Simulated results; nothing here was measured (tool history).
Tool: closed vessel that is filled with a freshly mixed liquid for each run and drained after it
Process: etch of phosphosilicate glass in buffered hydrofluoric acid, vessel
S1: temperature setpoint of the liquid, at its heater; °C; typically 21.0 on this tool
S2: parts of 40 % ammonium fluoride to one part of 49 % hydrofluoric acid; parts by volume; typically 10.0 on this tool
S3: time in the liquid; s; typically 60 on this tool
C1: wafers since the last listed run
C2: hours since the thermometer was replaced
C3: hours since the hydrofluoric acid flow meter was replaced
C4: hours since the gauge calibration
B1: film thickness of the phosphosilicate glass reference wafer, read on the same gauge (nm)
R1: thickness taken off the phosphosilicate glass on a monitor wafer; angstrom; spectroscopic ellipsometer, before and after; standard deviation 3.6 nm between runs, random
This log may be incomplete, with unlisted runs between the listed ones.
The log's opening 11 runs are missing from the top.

run,hour,S1,S2,S3,C1,C2,C3,C4,B1,R1
12,290.7,21.0,10.0,60,3964,2533.8,1755.2,1011.4,40.00,5757.8
13,312.9,21.0,7.0,60,2465,2556.0,1777.4,1033.6,39.99,8193.3
14,329.1,21.0,8.0,60,1798,2572.2,1793.6,1049.8,39.99,7352.4
15,349.7,17.0,6.5,40,2287,2592.8,1814.2,1070.4,39.99,4761.6
16,385.2,21.0,10.0,95,3941,2628.3,1849.7,1105.9,39.99,9203.8
17,408.0,24.0,13.5,30,2531,2651.1,1872.5,1128.7,40.01,2642.7
18,430.4,18.5,12.5,60,2487,2673.5,1894.9,1151.1,40.01,4279.6
19,465.0,18.0,12.5,40,3841,2708.1,1929.5,1185.7,40.00,2780.1
20,478.4,24.0,7.5,60,1487,2721.5,1942.9,1199.1,39.99,9323.6
21,512.7,25.0,14.0,70,3808,2755.8,1977.2,1233.4,39.99,6307.3
# hour 521.2: hydrofluoric acid flow meter replaced
# hour 530.2: gauge calibrated
22,546.4,21.0,10.0,70,3630,2789.5,25.2,16.2,40.01,6383.1
23,623.6,21.0,10.0,45,8572,2866.7,102.4,93.4,40.00,4136.5
24,723.6,19.0,10.0,80,11103,2966.7,202.4,193.4,40.03,6610.3
# hour 724.7: thermometer replaced
25,755.5,21.0,10.0,60,3431,30.8,234.3,225.3,39.98,4794.0
26,777.5,24.5,10.0,60,2442,52.8,256.3,247.3,40.01,5868.8
27,799.5,21.0,7.5,80,2442,74.8,278.3,269.3,39.99,8406.4
28,828.2,21.0,10.0,90,3186,103.5,307.0,298.0,40.02,7162.7
29,862.0,21.0,10.0,85,3753,137.3,340.8,331.8,40.01,6890.5
30,883.8,18.0,13.0,60,2420,159.1,362.6,353.6,40.02,3183.1
31,985.3,23.5,6.0,40,11270,260.6,464.1,455.1,40.01,5961.7
32,1003.9,21.0,10.0,70,2065,279.2,482.7,473.7,40.00,5678.3

Branching from run 32: 4 alternative next runs. What would each branch give?
A,1004.6,21.0,10.0,35,77,279.9,483.4,474.4,?,?
B,1004.6,17.5,10.0,90,77,279.9,483.4,474.4,?,?
C,1004.6,21.0,7.5,70,77,279.9,483.4,474.4,?,?
D,1004.6,21.0,9.0,60,77,279.9,483.4,474.4,?,?

run,B1,R1
A,40.00,2875.5
B,40.00,6074.9
C,40.00,7574.9
D,40.00,5329.2
Take away the tool's hidden state, keep each run's random variation, and the runs would have read:
run,R1
A,2782.5
B,5875.9
C,7246.1
D,5097.0
